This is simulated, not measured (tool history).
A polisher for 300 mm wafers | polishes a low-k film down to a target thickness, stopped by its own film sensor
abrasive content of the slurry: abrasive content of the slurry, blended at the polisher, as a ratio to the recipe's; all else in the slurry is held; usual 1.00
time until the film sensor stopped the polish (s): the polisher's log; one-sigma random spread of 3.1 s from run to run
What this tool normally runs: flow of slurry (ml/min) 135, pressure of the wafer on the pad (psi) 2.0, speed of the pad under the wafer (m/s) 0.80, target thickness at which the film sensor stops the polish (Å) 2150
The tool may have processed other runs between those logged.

run     day  flow of slurry (ml/min)  pressure of the wafer on the pad (psi)  speed of the pad under the wafer (m/s)  abrasive content of the slurry  target thickness at which the film sensor stops the polish (Å)  incoming thickness of the incoming film, nm  time until the film sensor stopped the polish (s)
  1   0.000                      135                                     2.0                                    0.80                            1.10                                                            2150                                        269.0                                              177.4
      3.571  -- slurry blender recalibrated
  2   3.592                      155                                     2.0                                    0.80                            1.00                                                            2150                                        271.9                                              191.1
      4.150  -- worn pad replaced by a new one
      7.217  -- conditioning disc replaced and pad reconditioned
  3   7.750                      120                                     2.0                                    0.80                            0.70                                                            2150                                        271.8                                              221.8
  4  10.433                      135                                     1.6                                    0.98                            1.10                                                            2200                                        267.3                                              158.7
  5  14.588                      105                                     2.0                                    0.80                            1.20                                                            2150                                        270.1                                              194.6
  6  18.133                      135                                     2.5                                    0.54                            0.85                                                            2150                                        268.2                                              215.5
  7  19.796                      155                                     2.0                                    0.80                            1.00                                                            2330                                        269.8                                              125.8
  8  24.250                      120                                     2.0                                    0.80                            1.00                                                            2320                                        268.7                                              141.8
     28.429  -- slurry nozzle cleaned
  9  28.738                      135                                     2.0                                    0.80                            1.00                                                            2150                                        271.7                                              190.6
     30.671  -- head pressure recalibrated
 10  32.521                      135                                     2.0                                    0.80                            1.00                                                            2150                                        274.7                                              202.3
     33.342  -- worn pad replaced by a new one
     34.633  -- conditioning disc replaced and pad reconditioned
     35.858  -- slurry blender recalibrated
 11  35.879                      135                                     2.0                                    1.00                            1.00                                                            2080                                        265.8                                              158.0
 12  38.758                      135                                     2.0                                    0.80                            1.00                                                            2150                                        270.0                                              182.7
 13  40.900                      135                                     2.0                                    0.80                            1.00                                                            2150                                        269.3                                              179.6
 14  42.900                      135                                     1.5                                    1.04                            0.85                                                            2340                                        268.2                                              127.5
 15  55.971                      135                                     2.0                                    0.80                            1.00                                                            2310                                        265.9                                              127.9
 16  57.475                      105                                     2.5                                    0.80                            1.00                                                            2150                                        271.4                                              185.1
     58.088  -- slurry nozzle cleaned
 17  59.625                      135                                     2.0                                    0.94                            1.00                                                            2150                                        271.2                                              167.3
     61.383  -- worn pad replaced by a new one
     62.688  -- conditioning disc replaced and pad reconditioned
 18  62.917                       90                                     2.0                                    0.66                            1.00                                                            2150                                        271.0                                              236.0
 19  65.442                      135                                     2.0                                    0.80                            1.00                                                            2150                                        264.5                                              163.0
 20  69.250                      135                                     2.0                                    0.98                            1.00                                                            2030                                        274.3                                              210.3
     69.788  -- slurry blender recalibrated
 21  73.471                      135                                     2.2                                    0.64                            1.00                                                            2150                                        265.1                                              186.9
 22  76.358                      135                                     1.7                                    0.80                            1.00                                                            2150                                        272.7                                              238.8
 23  85.333                      135                                     2.0                                    0.80                            1.00                                                            2150                                        267.6                                              194.3

Run 24, settings as shown, results not yet in. Your forecast:
     85.412  -- slurry nozzle cleaned
 24  87.988                      135                                     2.0                                    0.80                            1.00                                                            2150                                        267.9                                                  ?

Logged for run 24: time until the film sensor stopped the polish (s) 182.0.
On a tool with no hidden condition, and with the same random variation, this run would have come out at time until the film sensor stopped the polish (s) 162.5.

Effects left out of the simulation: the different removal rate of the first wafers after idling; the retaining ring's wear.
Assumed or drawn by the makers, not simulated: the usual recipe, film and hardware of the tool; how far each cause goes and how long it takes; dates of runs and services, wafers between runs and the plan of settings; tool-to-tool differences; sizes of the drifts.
